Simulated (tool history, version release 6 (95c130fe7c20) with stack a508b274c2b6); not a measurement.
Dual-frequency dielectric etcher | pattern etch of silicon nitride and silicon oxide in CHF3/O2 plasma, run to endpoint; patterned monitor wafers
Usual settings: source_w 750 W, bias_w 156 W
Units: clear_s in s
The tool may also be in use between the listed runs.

run	hour	source_w	bias_w	incoming incoming film thickness, nm	clear_s
1	0	750	156	267.9	174.1
2	70	750	156	270.6	175.5
3	171.6	750	156	267.9	174.2
4	267.3	750	156	268.3	177.1
# hour 299.8: wet clean of the chamber
5	358.4	750	156	266.6	172.4
6	441.8	750	156	268	175.1
7	522.9	750	164	268.3	172.3
8	573.6	750	178	270.1	169.5
9	669.7	750	178	267.5	167.8
# hour 734.4: wet clean of the chamber
10	734.9	790	141	270.9	179.4
# hour 822.9: upper electrode replaced
11	823.4	790	141	267.6	178
12	851.5	750	156	268.4	174.7
# hour 860: bias power generator calibrated
# hour 934.4: source power generator calibrated
13	950.5	750	156	271	172.5
14	1043.2	750	156	269.1	173.7
15	1100.4	750	156	269.3	173.4
# hour 1200.7: wet clean of the chamber
16	1204	670	144	270.2	180.7
17	1285.6	640	156	269.9	178.2
18	1351.1	750	156	267.6	169.9
19	1391.2	690	188	267.3	163.5
20	1442.4	840	180	265.7	157
21	1502.6	660	186	268.9	165.6
22	1571.2	750	156	266.8	171.8
23	1626.9	750	145	268.8	178.1
24	1666.3	860	145	268.6	171.5
# hour 1738.1: wet clean of the chamber
25	1746.9	750	156	268.8	169.3
26	1846	750	156	268.4	170.6
27	1948.9	750	156	270.3	171.7
28	2017.3	750	156	268.2	171.8
29	2117.3	750	192	270.7	161.5
# hour 2236.8: wet clean of the chamber
30	2237.3	750	144	265.8	174.3
31	2285.6	610	119	267.2	197.1
32	2358.1	750	156	265.8	171.1
33	2395.1	630	166	272.5	179

Forecast each of these 5 alternatives for the next run:
A	2395.6	750	184	271.8	?
B	2395.6	830	172	271.8	?
C	2395.6	860	185	271.8	?
D	2395.6	610	189	271.8	?
E	2395.6	830	156	271.8	?

run	clear_s
A	163.5
B	163.3
C	157.6
D	170
E	169.2
Without the tool's hidden state the same runs would have given:
run	clear_s
A	160.9
B	160.7
C	155.1
D	167.3
E	166.6
